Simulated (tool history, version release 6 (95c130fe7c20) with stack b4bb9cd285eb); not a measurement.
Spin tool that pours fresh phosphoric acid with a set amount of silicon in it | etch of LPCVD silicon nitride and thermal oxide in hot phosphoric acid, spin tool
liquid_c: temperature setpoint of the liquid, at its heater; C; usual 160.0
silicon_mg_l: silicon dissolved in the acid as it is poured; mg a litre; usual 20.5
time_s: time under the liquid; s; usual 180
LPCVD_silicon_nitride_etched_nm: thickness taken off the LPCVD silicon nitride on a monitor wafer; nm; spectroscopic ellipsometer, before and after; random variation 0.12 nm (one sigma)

run,hour,liquid_c,silicon_mg_l,time_s,"read-back film thickness of the LPCVD silicon nitride reference wafer, read on the same gauge (nm)",LPCVD_silicon_nitride_etched_nm
1,0.0,160.0,33.0,230,39.96,15.00
# hour 23.8: gauge calibrated
2,34.4,160.0,20.5,180,40.01,11.80
3,59.6,160.0,20.5,180,40.00,11.96
4,88.4,160.0,14.5,180,40.00,11.66
5,104.2,160.0,14.5,180,39.99,11.66
6,136.2,160.0,20.5,180,40.00,11.82
7,159.3,157.5,20.5,125,39.98,7.44
8,192.1,160.0,20.5,180,40.00,11.79
9,208.6,161.5,12.5,235,39.99,16.02
10,229.9,158.0,27.0,125,40.01,7.61
11,253.1,160.0,20.5,180,39.98,11.66
12,266.6,160.0,20.5,180,40.03,11.59
# hour 273.2: heated supply line repaired
13,285.3,160.0,27.5,180,40.01,11.41
# hour 287.7: dissolved silicon flow meter replaced
# hour 303.6: thermometer replaced
14,320.3,158.5,30.5,95,40.01,5.70
15,353.0,157.5,10.0,150,39.99,8.71
16,376.5,160.0,20.5,180,40.03,11.14
17,395.1,158.5,34.0,180,40.01,10.65
# hour 397.5: heated supply line repaired, repeated, since the last time left the tool worse
18,424.2,157.5,10.0,150,39.97,9.38
19,451.2,160.0,20.5,180,40.00,12.12
20,468.5,160.0,26.5,180,40.00,12.36
21,486.5,162.5,34.0,280,39.99,20.66
22,520.9,160.0,20.5,210,40.01,14.08

Forecast each of these 4 alternatives for the next run:
A,521.4,160.0,20.5,180,?,?
B,521.4,160.0,15.5,180,?,?
C,521.4,158.0,31.5,210,?,?
D,521.4,158.0,33.0,120,?,?

run,"read-back film thickness of the LPCVD silicon nitride reference wafer, read on the same gauge (nm)",LPCVD_silicon_nitride_etched_nm
A,40.00,12.13
B,40.00,12.13
C,40.00,13.22
D,40.00,7.56
Without the tool's hidden state the same runs would have given:
run,LPCVD_silicon_nitride_etched_nm
A,12.34
B,12.34
C,13.46
D,7.69
